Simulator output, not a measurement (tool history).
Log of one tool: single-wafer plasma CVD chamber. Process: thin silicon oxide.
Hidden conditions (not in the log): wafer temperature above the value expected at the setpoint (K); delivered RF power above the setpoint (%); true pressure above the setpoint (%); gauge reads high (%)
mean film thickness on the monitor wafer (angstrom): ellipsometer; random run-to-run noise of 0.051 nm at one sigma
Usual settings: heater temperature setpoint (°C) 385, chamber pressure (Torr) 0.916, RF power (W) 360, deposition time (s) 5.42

run     day  heater temperature setpoint (°C)  chamber pressure (Torr)  RF power (W)  deposition time (s)  wafers since the last listed run  hours since the last thermocouple change  hours since the last RF generator calibration  hours since the last manometer calibration  hours since the showerhead was replaced  hours since the gauge calibration  read-back reference wafer on the same gauge, thickness_nm  mean film thickness on the monitor wafer (angstrom)
  1       0                               385                    0.916           360                 5.42                                 0                                     811.2                                         1052.4                                      2495.5                                   6357.4                              197.5                                                     11.607                                               128.65
  2   0.667                               385                    0.916           360                 5.42                               866                                     827.2                                         1068.4                                      2511.5                                   6373.4                              213.5                                                     11.587                                               129.28
      1.454  -- thermocouple changed; heater temperature recalibrated
      2.362  -- RF generator calibrated
  3   2.542                               374                    0.916           360                 5.42                              1570                                      26.1                                            4.3                                      2556.5                                   6418.4                              258.5                                                     11.606                                               133.28
  4   3.733                               374                    0.916           360                 5.42                              1548                                      54.7                                           32.9                                      2585.1                                     6447                              287.1                                                     11.603                                               132.98
  5   4.371                               385                    0.916           335                 5.42                               828                                        70                                           48.2                                      2600.4                                   6462.3                              302.4                                                     11.592                                               128.34
  6   4.812                               385                    0.916           360                 5.42                               574                                      80.6                                           58.8                                        2611                                   6472.9                                313                                                     11.602                                                  131
  7   5.146                               385                    0.916           360                 5.42                               433                                      88.6                                           66.8                                        2619                                   6480.9                                321                                                     11.607                                               132.76
  8   5.567                               385                    0.916           360                 5.42                               547                                      98.7                                           76.9                                      2629.1                                     6491                              331.1                                                     11.608                                               130.75
  9   6.258                               385                    0.916           360                 5.42                               899                                     115.3                                           93.5                                      2645.7                                   6507.6                              347.7                                                     11.609                                               131.59
      6.892  -- showerhead replaced
 10   6.946                               385                    0.916           360                 5.42                               460                                     131.8                                            110                                      2662.2                                      1.3                              364.2                                                     11.602                                               131.62
 11   7.592                               385                    0.797           420                 6.24                               839                                     147.3                                          125.5                                      2677.7                                     16.8                              379.7                                                     11.602                                               137.58
 12     7.9                               385                    0.916           305                 5.42                               400                                     154.7                                          132.9                                      2685.1                                     24.2                              387.1                                                     11.601                                               125.85
      7.933  -- gauge calibrated
 13   8.192                               385                    0.916           360                 5.42                               379                                     161.7                                          139.9                                      2692.1                                     31.2                                6.2                                                      11.59                                               132.14
 14   8.833                               385                    0.982           425                 5.42                               834                                     177.1                                          155.3                                      2707.5                                     46.6                               21.6                                                     11.599                                               147.64
 15   9.529                               385                    0.916           340                 5.42                               904                                     193.8                                            172                                      2724.2                                     63.3                               38.3                                                     11.602                                                129.8
     10.058  -- capacitance manometer re-zeroed and calibrated
 16  10.079                               385                    0.916           360                 5.42                               281                                       207                                          185.2                                         0.5                                     76.5                               51.5                                                      11.59                                                131.6
 17  10.562                               377                    0.916           360                 5.42                               628                                     218.6                                          196.8                                        12.1                                     88.1                               63.1                                                     11.595                                               132.09
 18  11.112                               385                    0.916           360                 5.42                               714                                     231.8                                            210                                        25.3                                    101.3                               76.3                                                     11.604                                               132.59
 19  11.612                               396                    0.846           310                 5.82                               649                                     243.8                                            222                                        37.3                                    113.3                               88.3                                                     11.605                                               123.59
 20  11.879                               385                    0.916           360                 5.42                               346                                     250.2                                          228.4                                        43.7                                    119.7                               94.7                                                     11.591                                               131.49
 21  12.138                               385                    1.142           360                 6.38                               335                                     256.4                                          234.6                                        49.9                                    125.9                              100.9                                                     11.599                                               186.18
 22  12.688                               385                    0.916           360                 5.42                               714                                     269.6                                          247.8                                        63.1                                    139.1                              114.1                                                     11.612                                               131.29
 23  13.246                               385                    0.916           310                 5.42                               725                                       283                                          261.2                                        76.5                                    152.5                              127.5                                                       11.6                                               125.16
 24  13.838                               372                    1.139           405                 5.99                               769                                     297.2                                          275.4                                        90.7                                    166.7                              141.7                                                     11.599                                               181.56
 25  14.404                               398                    0.916           360                 5.42                               736                                     310.8                                            289                                       104.3                                    180.3                              155.3                                                     11.598                                               130.76
 26  14.838                               377                    0.916           300                 4.62                               563                                     321.2                                          299.4                                       114.7                                    190.7                              165.7                                                     11.606                                               106.41
 27  15.538                               385                    0.916           410                 5.42                               909                                       338                                          316.2                                       131.5                                    207.5                              182.5                                                     11.598                                               135.93
 28  16.171                               385                    0.916           385                 5.42                               823                                     353.2                                          331.4                                       146.7                                    222.7                              197.7                                                     11.594                                               134.02
 29  16.821                               385                    0.916           360                 4.54                               844                                     368.8                                            347                                       162.3                                    238.3                              213.3                                                     11.601                                               110.61

Here are 4 independent what-if runs from the current tool condition. What would each one return?
  A  16.838                               385                    0.916           360                 5.42                                21                                     369.2                                          347.4                                       162.7                                    238.7                              213.7                                                          ?                                                    ?
  B  16.838                               396                    0.983           320                 6.37                                21                                     369.2                                          347.4                                       162.7                                    238.7                              213.7                                                          ?                                                    ?
  C  16.838                               385                    0.845           360                 4.39                                21                                     369.2                                          347.4                                       162.7                                    238.7                              213.7                                                          ?                                                    ?
  D  16.838                               380                    0.916           420                 5.42                                21                                     369.2                                          347.4                                       162.7                                    238.7                              213.7                                                          ?                                                    ?

run  read-back reference wafer on the same gauge, thickness_nm  mean film thickness on the monitor wafer (angstrom)
  A                                                     11.602                                               132.34
  B                                                     11.602                                               158.69
  C                                                     11.602                                                99.11
  D                                                     11.602                                               139.04
Had the tool no hidden state, the same runs would have come out as:
run  mean film thickness on the monitor wafer (angstrom)
  A                                               132.61
  B                                               159.05
  C                                                99.31
  D                                               139.32
